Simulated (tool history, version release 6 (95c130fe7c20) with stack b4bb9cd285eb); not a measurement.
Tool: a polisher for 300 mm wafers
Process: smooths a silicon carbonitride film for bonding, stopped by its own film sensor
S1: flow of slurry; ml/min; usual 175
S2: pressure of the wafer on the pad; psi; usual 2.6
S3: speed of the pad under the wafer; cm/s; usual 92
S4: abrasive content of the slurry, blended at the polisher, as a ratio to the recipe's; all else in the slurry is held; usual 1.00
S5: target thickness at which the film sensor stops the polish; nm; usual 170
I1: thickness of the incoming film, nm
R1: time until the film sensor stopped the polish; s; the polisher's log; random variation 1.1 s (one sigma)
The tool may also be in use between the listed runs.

| run | hour | S1 | S2 | S3 | S4 | S5 | I1 | R1 |
|---|---|---|---|---|---|---|---|---|
| 1 | 0.0 | 175 | 2.6 | 92 | 1.00 | 170 | 191.9 | 73.1 |
| 2 | 56.0 | 175 | 2.6 | 92 | 1.00 | 170 | 190.6 | 68.3 |
|  | 61.5 | worn pad replaced by a new one |
|  | 76.3 | slurry blender recalibrated |
| 3 | 116.0 | 175 | 2.6 | 92 | 1.00 | 170 | 188.7 | 61.0 |
| 4 | 178.9 | 175 | 2.6 | 92 | 1.00 | 170 | 190.7 | 69.1 |
| 5 | 218.2 | 125 | 2.6 | 102 | 0.85 | 170 | 191.5 | 77.5 |
| 6 | 285.8 | 175 | 2.6 | 78 | 1.00 | 170 | 192.8 | 90.8 |
|  | 310.9 | slurry nozzle cleaned |
| 7 | 353.9 | 175 | 2.2 | 92 | 0.85 | 170 | 189.8 | 92.5 |
| 8 | 410.5 | 175 | 2.6 | 102 | 0.90 | 173 | 189.9 | 60.0 |
|  | 413.7 | head pressure recalibrated |
| 9 | 446.5 | 175 | 3.3 | 92 | 0.70 | 170 | 189.5 | 61.1 |
| 10 | 471.2 | 175 | 2.6 | 92 | 1.00 | 170 | 189.7 | 62.2 |
| 11 | 534.6 | 175 | 2.3 | 76 | 1.00 | 172 | 185.9 | 58.8 |
|  | 539.0 | slurry blender recalibrated |
|  | 577.2 | worn pad replaced by a new one |
| 12 | 694.3 | 175 | 2.6 | 60 | 1.00 | 170 | 192.6 | 109.6 |
| 13 | 731.1 | 175 | 2.6 | 92 | 1.20 | 170 | 188.5 | 57.7 |
| 14 | 923.0 | 175 | 2.6 | 92 | 0.80 | 174 | 191.6 | 72.2 |
| 15 | 962.6 | 175 | 3.0 | 62 | 1.00 | 170 | 191.1 | 88.6 |
| 16 | 995.3 | 175 | 2.6 | 92 | 1.00 | 170 | 190.6 | 74.8 |
|  | 999.8 | slurry blender recalibrated |
|  | 1019.1 | head pressure recalibrated |
| 17 | 1044.7 | 175 | 2.6 | 92 | 1.00 | 170 | 190.5 | 65.0 |
|  | 1052.1 | slurry nozzle cleaned |
| 18 | 1104.6 | 175 | 2.6 | 92 | 1.00 | 170 | 190.5 | 64.7 |
|  | 1139.0 | worn pad replaced by a new one |
| 19 | 1157.1 | 175 | 2.9 | 92 | 1.00 | 170 | 190.0 | 58.0 |
| 20 | 1193.7 | 175 | 2.6 | 92 | 1.00 | 170 | 190.5 | 67.0 |
| 21 | 1239.4 | 175 | 2.6 | 92 | 1.30 | 170 | 190.8 | 61.4 |
| 22 | 1271.6 | 160 | 2.6 | 92 | 1.00 | 165 | 188.5 | 79.2 |
| 23 | 1329.7 | 135 | 2.6 | 92 | 1.10 | 165 | 187.4 | 72.5 |
| 24 | 1396.2 | 175 | 2.6 | 92 | 1.00 | 170 | 188.0 | 62.3 |
| 25 | 1454.3 | 175 | 3.3 | 92 | 1.00 | 172 | 191.2 | 51.2 |
| 26 | 1479.3 | 175 | 2.6 | 62 | 1.00 | 172 | 190.7 | 87.3 |
|  | 1495.9 | slurry blender recalibrated |
| 27 | 1539.9 | 175 | 1.9 | 92 | 1.00 | 164 | 190.2 | 123.7 |
| 28 | 1594.6 | 195 | 2.6 | 64 | 1.00 | 164 | 191.3 | 125.5 |
| 29 | 1635.7 | 175 | 3.1 | 92 | 1.00 | 170 | 188.9 | 55.3 |

Hidden state or all else? Some run-to-run changes of R1, split into what the settings, what came in and random variation would give without the hidden state, and what is left for the hidden state (with any gauge scatter that isn't in both results):
The hidden state here: removal rate lost through wear of the pad, %; slurry flow missing at the pad, %; deviation of the head's pressure from its setpoint, %; abrasive missing from the slurry, %.
Run 12 -> 13: S3 60 -> 92, S4 1.00 -> 1.20. R1 -51.9 s: hidden state -3.0, all else -48.9.
Run 16 -> 17: slurry blender recalibrated, head pressure recalibrated. R1 -9.8 s: hidden state -9.0, all else -0.8.
Run 28 -> 29: S1 195 -> 175, S2 2.6 -> 3.1, S3 64 -> 92, S5 164 -> 170. R1 -70.2 s: hidden state -6.8, all else -63.4.

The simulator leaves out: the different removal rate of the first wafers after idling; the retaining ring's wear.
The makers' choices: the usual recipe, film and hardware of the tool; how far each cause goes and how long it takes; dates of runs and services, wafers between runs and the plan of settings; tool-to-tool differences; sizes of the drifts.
